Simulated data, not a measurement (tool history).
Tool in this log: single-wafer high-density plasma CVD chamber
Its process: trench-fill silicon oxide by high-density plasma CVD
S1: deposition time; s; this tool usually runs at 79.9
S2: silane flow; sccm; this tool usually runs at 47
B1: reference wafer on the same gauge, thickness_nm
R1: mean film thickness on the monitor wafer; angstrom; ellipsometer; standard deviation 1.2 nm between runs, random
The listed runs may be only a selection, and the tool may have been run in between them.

run   hour    S1  S2       B1       R1
  1    0.0  79.9  47  299.032  3644.31
  2   24.6  79.9  47  298.900  3656.77
  3   55.5  79.9  47  299.041  3661.74
  4   72.2  79.9  47  299.000  3647.49
  5   90.4  79.9  47  298.928  3652.14
  6  106.5  79.9  47  298.965  3650.59
  7  141.6  79.9  47  298.824  3675.13
  8  174.1  79.9  47  298.938  3689.59
  9  206.0  70.1  49  299.126  3334.58
 10  226.8  79.9  44  298.913  3454.09
 11  254.0  84.2  47  299.102  3888.50
 12  276.0  84.2  47  298.868  3873.57
 13  306.2  79.9  47  299.104  3681.29
 14  326.3  79.9  47  299.075  3687.31
 15  343.7  79.9  47  298.907  3687.89
 16  369.2  70.1  47  298.958  3243.70
 17  383.1  79.9  47  299.198  3675.66
 18  399.3  79.9  47  299.055  3668.97
 19  432.4  73.7  47  298.897  3385.99
 20  445.2  79.9  47  298.764  3689.39
     446.0  -- gauge calibrated
 21  479.2  89.1  47  299.099  4109.95
 22  503.5  79.9  47  298.883  3721.29
 23  518.4  71.9  47  298.767  3331.05
 24  548.9  79.9  47  299.031  3699.75
 25  582.0  79.9  47  299.076  3709.48
 26  610.4  64.6  51  298.829  3236.52
 27  626.5  64.3  47  299.173  2982.70
     665.0  -- silane flow controller replaced
 28  665.5  79.9  47  298.893  3573.65
 29  679.6  66.8  54  299.038  3421.18
 30  694.2  79.9  47  299.172  3584.46
 31  728.1  95.2  42  298.717  3840.48
 32  759.2  71.6  53  299.084  3620.08
 33  784.2  75.3  51  299.026  3666.80
 34  802.5  88.2  47  299.267  3969.28
 35  832.7  79.9  47  299.099  3595.44
 36  865.2  75.1  47  299.163  3356.61
 37  882.6  65.6  42  298.974  2642.95
 38  914.1  94.7  41  299.221  3712.36
     939.2  -- gauge calibrated
 39  948.3  79.9  54  298.908  4132.10

Consider 5 possible next runs. They are alternatives, not a sequence: every one starts from the tool as it was left by run 39. What does each give?
  A  948.7  79.9  47   ?   ?
  B  948.7  86.1  47   ?   ?
  C  948.7  66.0  41   ?   ?
  D  948.7  93.6  53   ?   ?
  E  948.7  79.9  55   ?   ?

run       B1       R1
  A  299.128  3591.41
  B  299.128  3870.09
  C  299.128  2598.58
  D  299.128  4729.16
  E  299.128  4185.49
The same runs, with their run-to-run variation unchanged, on a tool lacking any hidden condition would have given:
run       R1
  A  3597.71
  B  3876.88
  C  2603.13
  D  4737.45
  E  4192.82

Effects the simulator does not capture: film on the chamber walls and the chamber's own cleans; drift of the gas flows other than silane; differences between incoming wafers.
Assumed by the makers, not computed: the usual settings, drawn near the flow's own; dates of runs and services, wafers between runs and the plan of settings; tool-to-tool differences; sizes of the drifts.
